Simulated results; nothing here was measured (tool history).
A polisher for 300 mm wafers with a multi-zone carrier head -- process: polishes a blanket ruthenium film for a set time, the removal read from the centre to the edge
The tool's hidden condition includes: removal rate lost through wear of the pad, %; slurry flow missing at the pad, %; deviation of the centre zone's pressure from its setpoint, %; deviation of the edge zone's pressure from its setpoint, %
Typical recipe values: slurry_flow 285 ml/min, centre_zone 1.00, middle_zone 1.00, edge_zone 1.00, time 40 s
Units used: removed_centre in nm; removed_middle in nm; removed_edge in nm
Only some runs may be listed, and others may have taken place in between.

run	hour	slurry_flow	centre_zone	middle_zone	edge_zone	time	wafers since the last listed run	wafers polished on this pad	hours since the slurry nozzle was cleaned	hours since the centre zone pressure was calibrated	hours since the edge zone pressure was calibrated	hours since the carrier head's membrane was replaced	incoming thickness of the incoming film, nm	removed_centre	removed_middle	removed_edge
1	0.0	285	1.00	1.00	1.00	40	0	1026	501.4	9.1	20.6	883.1	369.8	58.6	61.2	60.0
2	63.9	285	1.00	1.00	1.00	40	578	1604	565.3	73.0	84.5	947.0	367.3	56.0	58.5	58.0
3	133.7	285	1.00	1.00	1.00	40	631	2236	635.1	142.8	154.3	1016.8	367.3	54.1	55.2	54.2
# hour 138.0: worn pad replaced by a new one
4	313.3	285	1.04	1.00	1.00	40	1588	1585	814.7	322.4	333.9	1196.4	373.6	57.0	58.5	57.9
# hour 399.9: worn pad replaced by a new one
5	437.1	285	1.04	1.00	1.00	40	1083	336	938.5	446.2	457.7	1320.2	362.6	58.6	61.9	60.7
# hour 495.9: slurry nozzle cleaned
6	507.6	285	1.04	1.00	1.00	40	628	965	11.7	516.7	528.2	1390.7	369.4	55.6	59.9	60.3
7	562.1	285	1.00	1.00	1.00	40	493	1458	66.2	571.2	582.7	1445.2	362.7	51.6	58.3	57.7
8	593.1	285	1.00	1.00	1.00	40	280	1738	97.2	602.2	613.7	1476.2	374.3	51.4	58.1	57.8
# hour 623.9: carrier head's membrane replaced by a new one
9	637.8	285	1.00	1.00	1.00	40	359	2097	141.9	646.9	658.4	13.9	369.1	49.0	56.4	54.6
# hour 649.2: worn pad replaced by a new one
10	669.4	285	1.00	1.00	1.00	40	249	182	173.5	678.5	690.0	45.5	377.4	53.8	61.2	61.3
11	727.6	285	1.00	0.88	1.09	40	526	709	231.7	736.7	748.2	103.7	371.0	52.0	56.1	62.7
12	766.7	190	0.94	1.00	1.00	40	353	1063	270.8	775.8	787.3	142.8	361.7	45.9	58.1	58.1
# hour 771.2: edge zone pressure recalibrated
13	830.8	260	0.90	0.89	1.00	40	561	1625	334.9	839.9	59.6	206.9	369.1	43.9	53.3	57.7
# hour 886.3: centre zone pressure recalibrated
14	886.8	285	1.00	0.96	1.00	40	488	2113	390.9	0.5	115.6	262.9	376.8	55.3	52.8	55.2
# hour 905.1: worn pad replaced by a new one
15	983.1	285	1.00	1.00	1.00	40	835	705	487.2	96.8	211.9	359.2	364.7	58.4	61.0	60.0
16	1032.1	285	1.04	1.00	0.89	40	443	1148	536.2	145.8	260.9	408.2	373.8	59.6	60.5	57.1
17	1081.9	285	1.00	1.00	1.00	40	450	1599	586.0	195.6	310.7	458.0	372.4	55.8	58.5	57.9
18	1121.4	285	0.90	1.00	1.00	40	357	1956	625.5	235.1	350.2	497.5	377.3	47.7	57.6	55.7
# hour 1180.4: worn pad replaced by a new one
19	1180.9	285	1.00	1.00	1.00	40	502	4	685.0	294.6	409.7	557.0	365.2	59.0	63.4	61.8
20	1215.1	285	1.04	1.00	1.00	40	309	313	719.2	328.8	443.9	591.2	368.3	60.4	62.7	61.7
21	1285.2	285	1.11	1.00	1.00	40	634	947	789.3	398.9	514.0	661.3	372.4	61.9	61.4	60.4

Below are 3 alternative next runs, each starting from the tool's condition after run 21. Predict each:
A	1285.6	285	1.00	1.00	1.00	40	3	951	789.7	399.3	514.4	661.7	366.4	?	?	?
B	1285.6	285	0.97	1.00	0.88	40	3	951	789.7	399.3	514.4	661.7	366.4	?	?	?
C	1285.6	230	0.92	1.00	1.00	35	3	951	789.7	399.3	514.4	661.7	366.4	?	?	?

run	removed_centre	removed_middle	removed_edge
A	56.6	60.3	60.7
B	54.9	60.3	57.4
C	44.6	51.8	52.4
Had the tool no hidden state, the same runs would have come out as:
run	removed_centre	removed_middle	removed_edge
A	62.4	61.5	62.0
B	60.5	61.5	58.7
C	49.2	52.9	53.5
